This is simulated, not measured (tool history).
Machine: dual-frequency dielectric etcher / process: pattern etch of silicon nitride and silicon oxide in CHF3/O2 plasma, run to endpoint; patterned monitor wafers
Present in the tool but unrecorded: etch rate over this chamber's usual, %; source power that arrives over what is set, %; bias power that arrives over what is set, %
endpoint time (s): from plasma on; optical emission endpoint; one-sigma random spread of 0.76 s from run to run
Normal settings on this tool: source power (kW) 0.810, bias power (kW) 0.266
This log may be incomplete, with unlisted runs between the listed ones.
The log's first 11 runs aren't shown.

| run | hour | source power (kW) | bias power (kW) | wafers since the last listed run | hours since the last wet clean | hours since the last source power generator calibration | hours since the last bias power generator calibration | hours since the last upper electrode change | incoming incoming film thickness, nm | endpoint time (s) |
|---|---|---|---|---|---|---|---|---|---|---|
| 12 | 959.0 | 0.810 | 0.266 | 616 | 392.6 | 2909.8 | 1878.5 | 444.2 | 323.8 | 173.3 |
|  | 1018.8 | bias power generator calibrated |
| 13 | 1060.4 | 0.810 | 0.239 | 864 | 494.0 | 3011.2 | 41.6 | 545.6 | 322.8 | 178.4 |
| 14 | 1161.0 | 0.630 | 0.301 | 893 | 594.6 | 3111.8 | 142.2 | 646.2 | 327.6 | 184.1 |
| 15 | 1213.8 | 0.810 | 0.266 | 468 | 647.4 | 3164.6 | 195.0 | 699.0 | 323.1 | 175.9 |
|  | 1250.7 | wet clean of the chamber |
| 16 | 1274.4 | 0.960 | 0.330 | 324 | 23.7 | 3225.2 | 255.6 | 759.6 | 323.8 | 149.2 |
| 17 | 1380.5 | 0.810 | 0.266 | 941 | 129.8 | 3331.3 | 361.7 | 865.7 | 327.7 | 170.6 |
|  | 1426.3 | source power generator calibrated |
| 18 | 1470.4 | 1.010 | 0.331 | 762 | 219.7 | 44.1 | 451.6 | 955.6 | 327.4 | 151.1 |
| 19 | 1522.9 | 0.810 | 0.241 | 466 | 272.2 | 96.6 | 504.1 | 1008.1 | 325.0 | 175.4 |
| 20 | 1585.7 | 0.930 | 0.328 | 557 | 335.0 | 159.4 | 566.9 | 1070.9 | 323.7 | 155.2 |
| 21 | 1665.4 | 0.740 | 0.222 | 707 | 414.7 | 239.1 | 646.6 | 1150.6 | 328.0 | 187.5 |
| 22 | 1737.3 | 0.890 | 0.266 | 638 | 486.6 | 311.0 | 718.5 | 1222.5 | 323.3 | 168.9 |
| 23 | 1783.5 | 0.700 | 0.322 | 410 | 532.8 | 357.2 | 764.7 | 1268.7 | 325.4 | 173.0 |
| 24 | 1830.0 | 0.650 | 0.318 | 412 | 579.3 | 403.7 | 811.2 | 1315.2 | 321.2 | 176.3 |
|  | 1869.0 | wet clean of the chamber |
| 25 | 1920.8 | 0.900 | 0.284 | 592 | 51.8 | 494.5 | 902.0 | 1406.0 | 325.1 | 160.3 |
| 26 | 1963.1 | 0.670 | 0.283 | 375 | 94.1 | 536.8 | 944.3 | 1448.3 | 319.5 | 171.5 |
| 27 | 2066.5 | 0.810 | 0.266 | 917 | 197.5 | 640.2 | 1047.7 | 1551.7 | 325.4 | 169.7 |
| 28 | 2149.9 | 0.810 | 0.228 | 740 | 280.9 | 723.6 | 1131.1 | 1635.1 | 322.7 | 174.9 |
| 29 | 2232.1 | 0.810 | 0.266 | 729 | 363.1 | 805.8 | 1213.3 | 1717.3 | 321.1 | 169.6 |
| 30 | 2304.9 | 0.980 | 0.249 | 646 | 435.9 | 878.6 | 1286.1 | 1790.1 | 323.6 | 164.1 |
| 31 | 2388.7 | 0.810 | 0.331 | 743 | 519.7 | 962.4 | 1369.9 | 1873.9 | 322.8 | 162.9 |
|  | 2453.2 | wet clean of the chamber |
| 32 | 2482.5 | 0.810 | 0.266 | 619 | 29.3 | 1056.2 | 1463.7 | 1967.7 | 321.9 | 165.4 |
| 33 | 2563.1 | 0.700 | 0.326 | 715 | 109.9 | 1136.8 | 1544.3 | 2048.3 | 323.6 | 166.0 |
| 34 | 2626.2 | 0.810 | 0.266 | 560 | 173.0 | 1199.9 | 1607.4 | 2111.4 | 325.9 | 170.2 |
| 35 | 2713.8 | 0.810 | 0.284 | 777 | 260.6 | 1287.5 | 1695.0 | 2199.0 | 324.3 | 165.7 |

4 ways to go on from here, each from the tool as it stands after run 35. What would each give?
| A | 2714.3 | 0.810 | 0.266 | 4 | 261.1 | 1288.0 | 1695.5 | 2199.5 | 324.8 | ? |
| B | 2714.3 | 0.620 | 0.307 | 4 | 261.1 | 1288.0 | 1695.5 | 2199.5 | 324.8 | ? |
| C | 2714.3 | 0.810 | 0.215 | 4 | 261.1 | 1288.0 | 1695.5 | 2199.5 | 324.8 | ? |
| D | 2714.3 | 0.810 | 0.320 | 4 | 261.1 | 1288.0 | 1695.5 | 2199.5 | 324.8 | ? |

| run | endpoint time (s) |
|---|---|
| A | 170.7 |
| B | 177.9 |
| C | 179.7 |
| D | 162.6 |
Without the tool's hidden state the same runs would have given:
| run | endpoint time (s) |
|---|---|
| A | 168.8 |
| B | 175.9 |
| C | 177.7 |
| D | 160.8 |
